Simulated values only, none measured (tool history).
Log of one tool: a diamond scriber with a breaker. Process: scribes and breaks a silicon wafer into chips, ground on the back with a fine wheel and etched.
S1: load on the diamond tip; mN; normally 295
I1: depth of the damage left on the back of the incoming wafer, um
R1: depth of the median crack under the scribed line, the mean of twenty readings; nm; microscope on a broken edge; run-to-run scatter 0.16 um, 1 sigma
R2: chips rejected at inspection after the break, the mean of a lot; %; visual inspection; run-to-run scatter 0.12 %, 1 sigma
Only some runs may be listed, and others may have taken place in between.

| run | hour | S1 | I1 | R1 | R2 |
|---|---|---|---|---|---|
| 1 | 0.0 | 295 | 0.70 | 9060 | 8.65 |
| 2 | 9.0 | 313 | 0.65 | 9390 | 6.03 |
| 3 | 15.5 | 313 | 0.79 | 9560 | 6.82 |
| 4 | 22.8 | 295 | 0.58 | 9110 | 8.61 |
| 5 | 32.1 | 295 | 0.61 | 8950 | 8.19 |
| 6 | 43.9 | 295 | 0.78 | 8860 | 8.35 |
| 7 | 51.3 | 256 | 0.44 | 8070 | 16.48 |
| 8 | 61.0 | 256 | 0.68 | 7990 | 17.71 |
| 9 | 70.6 | 256 | 0.31 | 8110 | 14.31 |
| 10 | 88.5 | 266 | 0.32 | 8210 | 13.80 |
| 11 | 97.1 | 266 | 0.43 | 8400 | 15.29 |
| 12 | 110.3 | 295 | 0.36 | 8660 | 7.67 |
| 13 | 120.8 | 295 | 0.56 | 8950 | 9.84 |
| 14 | 131.3 | 295 | 0.69 | 8860 | 9.08 |
| 15 | 148.0 | 295 | 0.66 | 8950 | 9.65 |
| 16 | 159.8 | 228 | 0.76 | 7320 | 21.76 |
| 17 | 173.9 | 228 | 0.72 | 7350 | 24.68 |
| 18 | 185.9 | 228 | 0.48 | 7350 | 23.40 |
|  | 192.4 | diamond tip replaced by a new one |
| 19 | 192.8 | 295 | 0.64 | 10780 | 2.68 |
| 20 | 210.2 | 295 | 0.67 | 10770 | 2.78 |
| 21 | 225.5 | 233 | 0.61 | 8620 | 10.59 |
| 22 | 235.3 | 295 | 0.79 | 10460 | 2.95 |
| 23 | 252.4 | 328 | 0.80 | 10990 | 2.07 |
| 24 | 259.6 | 364 | 0.32 | 12090 | 1.94 |
| 25 | 274.0 | 342 | 0.63 | 11560 | 2.11 |
| 26 | 291.2 | 268 | 0.43 | 9390 | 7.04 |
| 27 | 299.0 | 295 | 0.52 | 10080 | 4.01 |
|  | 339.9 | load on the tip recalibrated |
| 28 | 342.7 | 295 | 0.61 | 10940 | 2.56 |
| 29 | 359.4 | 295 | 0.54 | 10910 | 3.14 |
| 30 | 367.2 | 355 | 0.46 | 11960 | 1.96 |
| 31 | 384.1 | 346 | 0.36 | 11760 | 1.92 |
| 32 | 435.1 | 256 | 0.69 | 9130 | 7.42 |
| 33 | 470.4 | 295 | 0.63 | 10290 | 4.18 |
| 34 | 478.8 | 353 | 0.43 | 11790 | 1.85 |
| 35 | 494.7 | 366 | 0.61 | 11840 | 1.90 |
| 36 | 501.3 | 338 | 0.33 | 10820 | 2.27 |
| 37 | 513.1 | 381 | 0.56 | 12000 | 1.74 |
| 38 | 531.0 | 248 | 0.46 | 8670 | 10.91 |
| 39 | 548.6 | 295 | 0.77 | 9610 | 4.97 |
| 40 | 556.1 | 247 | 0.52 | 8590 | 11.01 |
| 41 | 565.0 | 295 | 0.75 | 9730 | 5.07 |
| 42 | 612.0 | 295 | 0.66 | 9550 | 5.34 |

What if the next run were any one of these 4? Each begins from the tool's condition after run 42:
| A | 612.6 | 295 | 0.52 | ? | ? |
| B | 612.6 | 253 | 0.52 | ? | ? |
| C | 612.6 | 327 | 0.52 | ? | ? |
| D | 612.6 | 230 | 0.52 | ? | ? |

| run | R1 | R2 |
|---|---|---|
| A | 9580 | 5.63 |
| B | 8500 | 11.37 |
| C | 10370 | 3.21 |
| D | 7880 | 16.11 |
Take away the tool's hidden state, keep each run's random variation, and the runs would have read:
| run | R1 | R2 |
|---|---|---|
| A | 11650 | 1.84 |
| B | 10340 | 3.28 |
| C | 12610 | 2.46 |
| D | 9580 | 5.63 |

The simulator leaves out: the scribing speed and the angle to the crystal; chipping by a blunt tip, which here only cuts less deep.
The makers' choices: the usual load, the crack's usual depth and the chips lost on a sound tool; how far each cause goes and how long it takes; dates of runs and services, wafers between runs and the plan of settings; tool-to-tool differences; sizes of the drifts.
